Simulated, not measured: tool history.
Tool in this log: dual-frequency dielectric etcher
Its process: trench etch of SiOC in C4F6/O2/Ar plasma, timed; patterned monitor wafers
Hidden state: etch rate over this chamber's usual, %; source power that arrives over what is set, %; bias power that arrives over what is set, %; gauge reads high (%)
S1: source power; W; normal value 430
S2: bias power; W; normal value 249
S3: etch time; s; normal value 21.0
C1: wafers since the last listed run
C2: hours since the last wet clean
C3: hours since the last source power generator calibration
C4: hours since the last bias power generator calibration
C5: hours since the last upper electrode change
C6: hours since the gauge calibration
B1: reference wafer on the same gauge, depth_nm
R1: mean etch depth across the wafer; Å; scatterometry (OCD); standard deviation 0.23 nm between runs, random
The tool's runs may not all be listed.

Run 1, hour 0.0: usual settings but S3 23.0 s; C1 0; C2 588.8; C3 1204.4; C4 2559.7; C5 4521.8; C6 273.6; B1 51.42. Result: R1 598.7 Å.
At hour 75.6: wet clean of the chamber.
Run 2, hour 76.1: usual settings but S3 23.0 s; C1 722; C2 0.5; C3 1280.5; C4 2635.8; C5 4597.9; C6 349.7; B1 51.41. Result: R1 602.2 Å.
Run 3, hour 106.4: usual settings but S3 23.0 s; C1 419; C2 30.8; C3 1310.8; C4 2666.1; C5 4628.2; C6 380.0; B1 51.33. Result: R1 598.3 Å.
Run 4, hour 151.1: usual settings; C1 619; C2 75.5; C3 1355.5; C4 2710.8; C5 4672.9; C6 424.7; B1 51.33. Result: R1 543.6 Å.
Run 5, hour 244.0: usual settings; C1 1287; C2 168.4; C3 1448.4; C4 2803.7; C5 4765.8; C6 517.6; B1 51.21. Result: R1 539.6 Å.
Run 6, hour 305.7: usual settings but S2 204 W; C1 855; C2 230.1; C3 1510.1; C4 2865.4; C5 4827.5; C6 579.3; B1 51.07. Result: R1 496.5 Å.
At hour 412.0: upper electrode replaced.
Run 7, hour 412.5: usual settings but S2 204 W; C1 1147; C2 336.9; C3 1616.9; C4 2972.2; C5 0.5; C6 686.1; B1 50.89. Result: R1 495.8 Å.
Run 8, hour 453.3: usual settings; C1 565; C2 377.7; C3 1657.7; C4 3013.0; C5 41.3; C6 726.9; B1 50.82. Result: R1 539.7 Å.
Run 9, hour 547.8: usual settings; C1 1309; C2 472.2; C3 1752.2; C4 3107.5; C5 135.8; C6 821.4; B1 50.57. Result: R1 541.4 Å.
Run 10, hour 584.4: usual settings but S1 320 W, S3 14.5 s; C1 507; C2 508.8; C3 1788.8; C4 3144.1; C5 172.4; C6 858.0; B1 50.46. Result: R1 346.0 Å.
Run 11, hour 625.5: usual settings; C1 569; C2 549.9; C3 1829.9; C4 3185.2; C5 213.5; C6 899.1; B1 50.46. Result: R1 538.3 Å.
At hour 656.3: source power generator calibrated.
Run 12, hour 677.5: usual settings but S1 530 W, S2 295 W, S3 25.5 s; C1 665; C2 601.9; C3 21.2; C4 3237.2; C5 265.5; C6 951.1; B1 50.33. Result: R1 737.9 Å.
Run 13, hour 742.4: usual settings but S1 520 W, S2 270 W, S3 26.5 s; C1 899; C2 666.8; C3 86.1; C4 3302.1; C5 330.4; C6 1016.0; B1 50.14. Result: R1 732.6 Å.
At hour 782.2: wet clean of the chamber.
Run 14, hour 840.3: usual settings but S1 470 W, S2 218 W, S3 25.5 s; C1 1024; C2 58.1; C3 184.0; C4 3400.0; C5 428.3; C6 1113.9; B1 49.89. Result: R1 625.3 Å.
At hour 886.7: gauge calibrated.
At hour 898.8: bias power generator calibrated.
Run 15, hour 932.7: usual settings but S1 380 W, S2 192 W; C1 1225; C2 150.5; C3 276.4; C4 33.9; C5 520.7; C6 46.0; B1 51.76. Result: R1 479.8 Å.
Run 16, hour 1016.0: usual settings but S1 490 W, S2 269 W, S3 27.0 s; C1 1154; C2 233.8; C3 359.7; C4 117.2; C5 604.0; C6 129.3; B1 51.92. Result: R1 763.5 Å.
Run 17, hour 1089.2: usual settings but S1 380 W, S2 192 W; C1 1014; C2 307.0; C3 432.9; C4 190.4; C5 677.2; C6 202.5; B1 51.78. Result: R1 475.2 Å.
Run 18, hour 1175.2: usual settings but S2 307 W; C1 1191; C2 393.0; C3 518.9; C4 276.4; C5 763.2; C6 288.5; B1 51.77. Result: R1 604.7 Å.
Run 19, hour 1252.3: usual settings; C1 1068; C2 470.1; C3 596.0; C4 353.5; C5 840.3; C6 365.6; B1 51.65. Result: R1 545.1 Å.

Here are 3 independent what-if runs from the current tool condition. What would each one return?
Run A, hour 1252.7: usual settings but S1 330 W; C1 5; C2 470.5; C3 596.4; C4 353.9; C5 840.7; C6 366.0; B1 ?. Result: R1 ?.
Run B, hour 1252.7: usual settings but S2 277 W; C1 5; C2 470.5; C3 596.4; C4 353.9; C5 840.7; C6 366.0; B1 ?. Result: R1 ?.
Run C, hour 1252.7: usual settings but S1 460 W; C1 5; C2 470.5; C3 596.4; C4 353.9; C5 840.7; C6 366.0; B1 ?. Result: R1 ?.

run     B1     R1
  A  51.70  515.3
  B  51.70  576.4
  C  51.70  558.8
With no hidden state in the tool, these same runs would have given:
run     R1
  A  515.2
  B  576.4
  C  558.7

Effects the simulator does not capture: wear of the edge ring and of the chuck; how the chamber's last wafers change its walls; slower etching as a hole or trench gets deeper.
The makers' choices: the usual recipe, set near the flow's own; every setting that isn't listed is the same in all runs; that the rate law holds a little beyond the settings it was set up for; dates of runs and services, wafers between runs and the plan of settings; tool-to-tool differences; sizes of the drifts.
